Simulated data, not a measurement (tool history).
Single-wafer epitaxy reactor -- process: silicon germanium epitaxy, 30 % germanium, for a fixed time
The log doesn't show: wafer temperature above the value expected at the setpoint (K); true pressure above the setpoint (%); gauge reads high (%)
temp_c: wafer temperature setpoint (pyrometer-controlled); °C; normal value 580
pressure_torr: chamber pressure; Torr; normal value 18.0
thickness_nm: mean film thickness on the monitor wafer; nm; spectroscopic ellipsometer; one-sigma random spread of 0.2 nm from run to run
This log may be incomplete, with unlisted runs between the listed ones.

run   hour  temp_c  pressure_torr  wafers since the last listed run  hours since the last pyrometer calibration  hours since the last manometer calibration  hours since the showerhead was replaced  hours since the gauge calibration  read-back reference wafer on the same gauge, thickness_nm  thickness_nm
  1    0.0     580           15.8                                 0                                       788.5                                      1433.0                                   5095.4                              438.0                                                     36.704        35.654
  2   10.7     580           15.8                               169                                       799.2                                      1443.7                                   5106.1                              448.7                                                     36.727        35.791
  3   18.2     580           19.3                               118                                       806.7                                      1451.2                                   5113.6                              456.2                                                     36.675        39.969
  4   31.2     580           18.0                               206                                       819.7                                      1464.2                                   5126.6                              469.2                                                     36.684        38.133
  5   43.4     580           21.1                               193                                       831.9                                      1476.4                                   5138.8                              481.4                                                     36.695        41.804
  6   52.7     580           18.0                               147                                       841.2                                      1485.7                                   5148.1                              490.7                                                     36.709        37.971
  7   61.8     580           18.0                               144                                       850.3                                      1494.8                                   5157.2                              499.8                                                     36.712        38.240
  8   72.9     580           18.0                               176                                       861.4                                      1505.9                                   5168.3                              510.9                                                     36.716        38.534
  9   86.2     583           18.0                               210                                       874.7                                      1519.2                                   5181.6                              524.2                                                     36.677        40.096
 10  103.1     583           18.0                               268                                       891.6                                      1536.1                                   5198.5                              541.1                                                     36.667        39.689
 11  119.7     583           18.0                               263                                       908.2                                      1552.7                                   5215.1                              557.7                                                     36.685        40.305
 12  130.0     580           18.0                               163                                       918.5                                      1563.0                                   5225.4                              568.0                                                     36.690        38.516
 13  137.2     580           18.0                               114                                       925.7                                      1570.2                                   5232.6                              575.2                                                     36.731        37.982
     143.3  -- gauge calibrated
 14  152.1     580           18.0                               236                                       940.6                                      1585.1                                   5247.5                                8.8                                                     36.711        37.870
     165.0  -- showerhead replaced
 15  203.3     580           18.0                               685                                       991.8                                      1636.3                                     38.3                               60.0                                                     36.728        37.605
 16  210.0     580           18.0                               106                                       998.5                                      1643.0                                     45.0                               66.7                                                     36.720        37.947
 17  225.7     595           14.9                               249                                      1014.2                                      1658.7                                     60.7                               82.4                                                     36.673        43.474
     252.9  -- pyrometer calibrated
 18  253.4     573           18.0                               312                                         0.5                                      1686.4                                     88.4                              110.1                                                     36.693        36.861
 19  268.0     595           14.9                               231                                        15.1                                      1701.0                                    103.0                              124.7                                                     36.703        47.818
 20  276.0     580           18.0                               126                                        23.1                                      1709.0                                    111.0                              132.7                                                     36.730        41.602
 21  284.4     576           18.0                               133                                        31.5                                      1717.4                                    119.4                              141.1                                                     36.700        38.572
 22  298.1     593           13.6                               217                                        45.2                                      1731.1                                    133.1                              154.8                                                     36.705        43.877
 23  309.8     589           18.0                               185                                        56.9                                      1742.8                                    144.8                              166.5                                                     36.683        48.004
 24  357.7     569           18.0                               759                                       104.8                                      1790.7                                    192.7                              214.4                                                     36.708        33.795
 25  371.6     580           18.0                               220                                       118.7                                      1804.6                                    206.6                              228.3                                                     36.720        41.052
 26  386.1     587           16.7                               230                                       133.2                                      1819.1                                    221.1                              242.8                                                     36.715        44.302
     397.3  -- capacitance manometer re-zeroed and calibrated
 27  397.8     580           22.1                                58                                       144.9                                         0.5                                    232.8                              254.5                                                     36.700        45.140
 28  407.5     580           20.6                               153                                       154.6                                        10.2                                    242.5                              264.2                                                     36.684        43.971
 29  416.3     568           15.3                               139                                       163.4                                        19.0                                    251.3                              273.0                                                     36.670        30.596
 30  430.7     580           18.0                               228                                       177.8                                        33.4                                    265.7                              287.4                                                     36.699        40.914
 31  441.3     580           18.0                               168                                       188.4                                        44.0                                    276.3                              298.0                                                     36.733        40.909
 32  458.0     580           16.8                               264                                       205.1                                        60.7                                    293.0                              314.7                                                     36.673        39.344
 33  471.7     584           21.7                               217                                       218.8                                        74.4                                    306.7                              328.4                                                     36.700        47.887
 34  514.5     568           14.6                               678                                       261.6                                       117.2                                    349.5                              371.2                                                     36.754        29.540
 35  526.6     569           22.1                               191                                       273.7                                       129.3                                    361.6                              383.3                                                     36.715        37.222

Measured minus without-hidden-state, run by run (identical run-to-run variation in each term; gauge scatter may differ):
run  thickness_nm
  1        -2.559
  2        -2.608
  3        -2.944
  4        -2.860
  5        -3.187
  6        -2.932
  7        -2.988
  8        -3.056
  9        -3.214
 10        -3.250
 11        -3.370
 12        -3.282
 13        -3.265
 14        -3.315
 15        -3.493
 16        -3.551
 17        -4.009
 18        +0.212
 19        +0.199
 20        +0.147
 21        +0.106
 22        +0.062
 23        +0.015
 24        -0.146
 25        -0.228
 26        -0.302
 27        -0.364
 28        -0.395
 29        -0.309
 30        -0.459
 31        -0.500
 32        -0.544
 33        -0.721
 34        -0.585
 35        -0.780

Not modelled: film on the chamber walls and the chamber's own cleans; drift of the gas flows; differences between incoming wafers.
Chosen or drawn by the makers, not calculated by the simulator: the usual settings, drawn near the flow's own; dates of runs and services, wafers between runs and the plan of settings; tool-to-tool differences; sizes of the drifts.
